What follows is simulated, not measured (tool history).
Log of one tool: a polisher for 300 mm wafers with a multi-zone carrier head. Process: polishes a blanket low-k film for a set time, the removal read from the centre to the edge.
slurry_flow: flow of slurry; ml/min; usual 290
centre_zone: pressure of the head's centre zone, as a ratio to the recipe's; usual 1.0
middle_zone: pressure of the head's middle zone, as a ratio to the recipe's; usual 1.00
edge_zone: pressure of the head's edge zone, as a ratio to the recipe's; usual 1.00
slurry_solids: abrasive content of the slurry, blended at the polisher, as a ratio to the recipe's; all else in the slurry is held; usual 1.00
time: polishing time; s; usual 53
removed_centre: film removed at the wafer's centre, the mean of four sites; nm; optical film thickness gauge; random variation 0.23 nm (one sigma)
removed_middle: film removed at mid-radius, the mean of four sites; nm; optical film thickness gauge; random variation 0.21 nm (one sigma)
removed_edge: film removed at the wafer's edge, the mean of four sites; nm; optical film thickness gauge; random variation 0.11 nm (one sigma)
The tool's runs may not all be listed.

run,day,slurry_flow,centre_zone,middle_zone,edge_zone,slurry_solids,time,"incoming thickness of the incoming film, nm",removed_centre,removed_middle,removed_edge
1,0.000,290,1.0,1.00,1.00,1.00,66,755.7,17.7,17.8,18.7
2,0.688,290,1.0,1.00,1.00,1.00,66,754.4,17.7,17.2,18.6
3,2.121,235,1.0,1.00,0.91,1.00,36,748.6,9.2,9.0,9.2
4,3.038,290,1.0,1.00,1.00,1.00,53,762.8,14.3,14.4,14.6
# day 3.246: edge zone pressure recalibrated
# day 3.675: carrier head's membrane replaced by a new one
5,3.696,290,1.0,0.91,0.96,1.00,53,771.5,14.1,13.2,14.6
6,4.196,290,1.0,0.95,1.00,1.00,53,754.4,14.2,13.5,14.7
7,4.950,215,1.0,1.00,1.00,1.00,53,766.4,13.2,13.2,14.1
8,6.008,290,1.0,1.00,1.00,1.15,53,754.7,14.7,14.4,15.9
# day 7.121: centre zone pressure recalibrated
9,7.142,290,1.0,1.00,0.89,0.80,53,758.1,12.7,12.8,12.5
# day 7.554: slurry nozzle cleaned
# day 7.633: worn pad replaced by a new one
10,8.492,290,1.0,1.00,1.00,1.15,53,760.2,16.7,16.1,16.7
11,9.454,215,1.1,1.00,1.00,1.00,53,766.1,16.2,14.0,15.2

Run 12 comes next. What will it give?
12,10.058,290,1.0,1.00,1.00,1.00,53,761.7,?,?,?

Run 12 gave removed_centre 15.2 nm, removed_middle 15.1 nm, removed_edge 15.6 nm.
Without the tool's hidden state the same run would have given removed_centre 15.6 nm, removed_middle 15.3 nm, removed_edge 15.8 nm.
